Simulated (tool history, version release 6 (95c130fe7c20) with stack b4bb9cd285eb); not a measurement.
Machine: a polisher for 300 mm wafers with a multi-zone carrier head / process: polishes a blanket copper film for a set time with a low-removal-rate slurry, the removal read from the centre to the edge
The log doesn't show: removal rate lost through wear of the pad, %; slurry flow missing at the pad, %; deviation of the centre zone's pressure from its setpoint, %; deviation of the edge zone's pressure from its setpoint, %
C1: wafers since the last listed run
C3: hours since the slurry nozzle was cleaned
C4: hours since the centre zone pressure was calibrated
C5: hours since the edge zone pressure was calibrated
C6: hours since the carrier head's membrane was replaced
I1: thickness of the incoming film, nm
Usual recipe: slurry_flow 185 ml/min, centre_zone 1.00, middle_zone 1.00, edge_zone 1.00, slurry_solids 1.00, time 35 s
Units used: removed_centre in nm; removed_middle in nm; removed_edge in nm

run 1 day=0.000 | slurry_flow=185 centre_zone=1.00 middle_zone=1.00 edge_zone=1.00 slurry_solids=1.00 time=35 | C1=0 wafers_polished_on_this_pad=1228 C3=199.7 C4=412.6 C5=342.6 C6=344.9 | I1=686.1 | removed_centre=117.5 removed_middle=110.9 removed_edge=106.2
run 2 day=1.904 | slurry_flow=185 centre_zone=1.00 middle_zone=1.00 edge_zone=1.00 slurry_solids=1.00 time=43 | C1=500 wafers_polished_on_this_pad=1728 C3=245.4 C4=458.3 C5=388.3 C6=390.6 | I1=689.8 | removed_centre=139.3 removed_middle=132.2 removed_edge=131.9
run 3 day=3.512 | slurry_flow=135 centre_zone=1.00 middle_zone=1.00 edge_zone=0.95 slurry_solids=1.00 time=35 | C1=422 wafers_polished_on_this_pad=2150 C3=284.0 C4=496.9 C5=426.9 C6=429.2 | I1=677.3 | removed_centre=108.7 removed_middle=104.8 removed_edge=100.0
-- day=4.588 edge zone pressure recalibrated
run 4 day=6.333 | slurry_flow=185 centre_zone=1.05 middle_zone=1.00 edge_zone=1.00 slurry_solids=1.20 time=35 | C1=718 wafers_polished_on_this_pad=2869 C3=351.7 C4=564.6 C5=41.9 C6=496.9 | I1=684.9 | removed_centre=127.8 removed_middle=113.7 removed_edge=109.7
run 5 day=8.529 | slurry_flow=185 centre_zone=1.00 middle_zone=1.00 edge_zone=1.00 slurry_solids=0.80 time=44 | C1=576 wafers_polished_on_this_pad=3445 C3=404.4 C4=617.3 C5=94.6 C6=549.6 | I1=680.3 | removed_centre=144.8 removed_middle=134.7 removed_edge=133.1
-- day=10.162 centre zone pressure recalibrated
-- day=10.567 slurry nozzle cleaned
run 6 day=10.588 | slurry_flow=215 centre_zone=1.10 middle_zone=1.00 edge_zone=1.11 slurry_solids=1.00 time=46 | C1=507 wafers_polished_on_this_pad=3953 C3=0.5 C4=10.2 C5=144.0 C6=599.0 | I1=688.7 | removed_centre=164.0 removed_middle=151.3 removed_edge=151.1
run 7 day=12.400 | slurry_flow=185 centre_zone=1.00 middle_zone=1.00 edge_zone=1.06 slurry_solids=0.75 time=35 | C1=475 wafers_polished_on_this_pad=4429 C3=44.0 C4=53.7 C5=187.5 C6=642.5 | I1=675.7 | removed_centre=106.0 removed_middle=108.7 removed_edge=104.8
run 8 day=13.533 | slurry_flow=185 centre_zone=1.00 middle_zone=1.00 edge_zone=1.00 slurry_solids=1.00 time=35 | C1=297 wafers_polished_on_this_pad=4727 C3=71.2 C4=80.9 C5=214.7 C6=669.7 | I1=676.8 | removed_centre=111.4 removed_middle=110.5 removed_edge=103.4
-- day=15.658 worn pad replaced by a new one
run 9 day=15.996 | slurry_flow=205 centre_zone=1.00 middle_zone=1.00 edge_zone=1.00 slurry_solids=1.00 time=45 | C1=602 wafers_polished_on_this_pad=88 C3=130.3 C4=140.0 C5=273.8 C6=728.8 | I1=678.1 | removed_centre=146.0 removed_middle=145.7 removed_edge=139.4
run 10 day=17.079 | slurry_flow=185 centre_zone=1.00 middle_zone=1.00 edge_zone=1.00 slurry_solids=1.00 time=35 | C1=284 wafers_polished_on_this_pad=373 C3=156.3 C4=166.0 C5=299.8 C6=754.8 | I1=669.0 | removed_centre=115.3 removed_middle=111.7 removed_edge=107.6
run 11 day=19.975 | slurry_flow=145 centre_zone=1.00 middle_zone=1.00 edge_zone=1.00 slurry_solids=1.00 time=35 | C1=760 wafers_polished_on_this_pad=1133 C3=225.8 C4=235.5 C5=369.3 C6=824.3 | I1=685.3 | removed_centre=106.4 removed_middle=105.2 removed_edge=105.4
run 12 day=21.108 | slurry_flow=185 centre_zone=0.97 middle_zone=0.88 edge_zone=0.91 slurry_solids=0.85 time=35 | C1=297 wafers_polished_on_this_pad=1431 C3=253.0 C4=262.7 C5=396.5 C6=851.5 | I1=684.1 | removed_centre=108.2 removed_middle=100.2 removed_edge=99.4
run 13 day=25.854 | slurry_flow=125 centre_zone=0.93 middle_zone=1.08 edge_zone=1.00 slurry_solids=1.00 time=35 | C1=1246 wafers_polished_on_this_pad=2677 C3=366.9 C4=376.6 C5=510.4 C6=965.4 | I1=679.1 | removed_centre=99.5 removed_middle=108.3 removed_edge=100.6
-- day=27.054 edge zone pressure recalibrated
run 14 day=27.704 | slurry_flow=185 centre_zone=1.00 middle_zone=1.00 edge_zone=1.06 slurry_solids=1.00 time=35 | C1=463 wafers_polished_on_this_pad=3141 C3=411.3 C4=421.0 C5=15.6 C6=1009.8 | I1=680.2 | removed_centre=116.6 removed_middle=112.9 removed_edge=108.3
run 15 day=30.262 | slurry_flow=185 centre_zone=1.00 middle_zone=1.00 edge_zone=1.00 slurry_solids=1.00 time=35 | C1=671 wafers_polished_on_this_pad=3813 C3=472.7 C4=482.4 C5=77.0 C6=1071.2 | I1=672.9 | removed_centre=116.9 removed_middle=111.3 removed_edge=107.3
-- day=32.004 slurry nozzle cleaned
run 16 day=32.188 | slurry_flow=185 centre_zone=1.00 middle_zone=1.00 edge_zone=1.06 slurry_solids=0.75 time=35 | C1=494 wafers_polished_on_this_pad=4307 C3=4.4 C4=528.6 C5=123.2 C6=1117.4 | I1=681.0 | removed_centre=114.1 removed_middle=104.7 removed_edge=106.7
-- day=32.429 carrier head's membrane replaced by a new one
run 17 day=34.471 | slurry_flow=185 centre_zone=1.00 middle_zone=1.00 edge_zone=1.00 slurry_solids=1.00 time=35 | C1=544 wafers_polished_on_this_pad=4852 C3=59.2 C4=583.4 C5=178.0 C6=49.0 | I1=682.8 | removed_centre=118.4 removed_middle=111.6 removed_edge=104.8
-- day=36.008 worn pad replaced by a new one
run 18 day=37.129 | slurry_flow=185 centre_zone=1.00 middle_zone=1.00 edge_zone=1.00 slurry_solids=1.00 time=24 | C1=654 wafers_polished_on_this_pad=294 C3=123.0 C4=647.2 C5=241.8 C6=112.8 | I1=672.7 | removed_centre=82.9 removed_middle=76.7 removed_edge=70.9
run 19 day=39.500 | slurry_flow=185 centre_zone=1.00 middle_zone=0.91 edge_zone=1.00 slurry_solids=1.00 time=24 | C1=622 wafers_polished_on_this_pad=916 C3=179.9 C4=704.1 C5=298.7 C6=169.7 | I1=671.7 | removed_centre=82.7 removed_middle=72.6 removed_edge=72.5
run 20 day=41.338 | slurry_flow=185 centre_zone=1.00 middle_zone=1.00 edge_zone=1.00 slurry_solids=1.00 time=35 | C1=482 wafers_polished_on_this_pad=1399 C3=224.0 C4=748.2 C5=342.8 C6=213.8 | I1=675.5 | removed_centre=120.2 removed_middle=112.9 removed_edge=106.3
run 21 day=43.133 | slurry_flow=145 centre_zone=1.00 middle_zone=1.00 edge_zone=1.11 slurry_solids=1.00 time=35 | C1=471 wafers_polished_on_this_pad=1870 C3=267.1 C4=791.3 C5=385.9 C6=256.9 | I1=682.7 | removed_centre=113.3 removed_middle=109.1 removed_edge=109.9
-- day=43.938 centre zone pressure recalibrated
run 22 day=45.433 | slurry_flow=185 centre_zone=1.00 middle_zone=1.00 edge_zone=1.00 slurry_solids=1.00 time=27 | C1=582 wafers_polished_on_this_pad=2452 C3=322.3 C4=35.9 C5=441.1 C6=312.1 | I1=671.5 | removed_centre=85.5 removed_middle=86.9 removed_edge=83.4

Difference, measured minus no-hidden-state, one row per run. Run-to-run variation is common to both terms; the gauge's own scatter need not be:
run=1 removed_centre=+5.3
run=2 removed_centre=+6.9
run=3 removed_centre=+5.7
run=4 removed_centre=+7.6
run=5 removed_centre=+9.3
run=6 removed_centre=+1.5
run=7 removed_centre=+1.4
run=8 removed_centre=+1.8
run=9 removed_centre=+3.2
run=10 removed_centre=+2.8
run=11 removed_centre=+3.3
run=12 removed_centre=+3.7
run=13 removed_centre=+4.5
run=14 removed_centre=+5.7
run=15 removed_centre=+6.5
run=16 removed_centre=+6.8
run=17 removed_centre=+7.6
run=18 removed_centre=+5.8
run=19 removed_centre=+6.2
run=20 removed_centre=+9.5
run=21 removed_centre=+9.3
run=22 removed_centre=-0.3
removed_middle: at most 0.1 nm away from the measurement, every run.
removed_edge: at most 0.1 nm away from the measurement, every run.

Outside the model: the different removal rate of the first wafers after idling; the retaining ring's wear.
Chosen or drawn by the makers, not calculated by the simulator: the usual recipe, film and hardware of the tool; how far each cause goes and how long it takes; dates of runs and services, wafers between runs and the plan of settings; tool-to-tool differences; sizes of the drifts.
